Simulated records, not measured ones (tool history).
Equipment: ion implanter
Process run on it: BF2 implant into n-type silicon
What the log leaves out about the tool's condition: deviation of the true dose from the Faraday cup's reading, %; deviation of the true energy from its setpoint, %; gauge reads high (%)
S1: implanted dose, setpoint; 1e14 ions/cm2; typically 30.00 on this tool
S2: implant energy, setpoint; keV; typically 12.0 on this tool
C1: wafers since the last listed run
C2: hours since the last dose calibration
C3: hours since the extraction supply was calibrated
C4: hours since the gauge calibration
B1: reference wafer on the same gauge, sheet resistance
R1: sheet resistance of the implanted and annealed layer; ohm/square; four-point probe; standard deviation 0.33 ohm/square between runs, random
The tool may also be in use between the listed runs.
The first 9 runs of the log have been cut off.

run	hour	S1	S2	C1	C2	C3	C4	B1	R1
10	292.2	30.00	12.0	473	1834.1	3287.9	977.6	183.96	218.25
11	307.5	30.00	12.0	263	1849.4	3303.2	992.9	183.94	218.50
12	333.3	30.00	12.0	444	1875.2	3329.0	1018.7	184.00	219.07
13	353.1	30.00	12.0	341	1895.0	3348.8	1038.5	183.98	219.40
14	368.4	32.30	12.0	263	1910.3	3364.1	1053.8	183.97	217.66
15	403.2	32.30	12.0	599	1945.1	3398.9	1088.6	184.00	217.82
16	434.1	35.95	12.0	532	1976.0	3429.8	1119.5	183.93	215.51
# hour 449.3: gauge calibrated
17	454.7	35.95	12.0	355	1996.6	3450.4	5.4	184.00	215.44
# hour 469.2: Faraday cup replaced and dose calibrated
18	472.8	23.61	15.0	174	3.6	3468.5	23.5	184.04	204.59
19	498.0	21.04	12.0	434	28.8	3493.7	48.7	183.93	225.65
20	525.3	32.30	12.0	470	56.1	3521.0	76.0	183.93	217.16
21	544.8	36.43	15.0	336	75.6	3540.5	95.5	184.04	196.61
# hour 559.7: extraction supply calibrated
22	635.4	30.00	12.0	1423	166.2	75.7	186.1	183.99	218.27
23	664.1	27.09	12.0	494	194.9	104.4	214.8	183.99	221.26
24	695.7	35.21	9.0	544	226.5	136.0	246.4	183.97	240.05
25	722.1	23.85	15.5	454	252.9	162.4	272.8	184.01	201.65
26	735.0	23.58	9.0	222	265.8	175.3	285.7	183.96	247.63
27	748.2	25.40	12.0	227	279.0	188.5	298.9	183.95	221.83

Run 28, settings as shown, results not yet in. Your forecast:
28	766.7	23.61	15.0	318	297.5	207.0	317.4	?	?

Run 28 measured B1 183.97, R1 205.42 ohm/square.
Had the tool carried no hidden state, the very same run would have given R1 205.42 ohm/square.

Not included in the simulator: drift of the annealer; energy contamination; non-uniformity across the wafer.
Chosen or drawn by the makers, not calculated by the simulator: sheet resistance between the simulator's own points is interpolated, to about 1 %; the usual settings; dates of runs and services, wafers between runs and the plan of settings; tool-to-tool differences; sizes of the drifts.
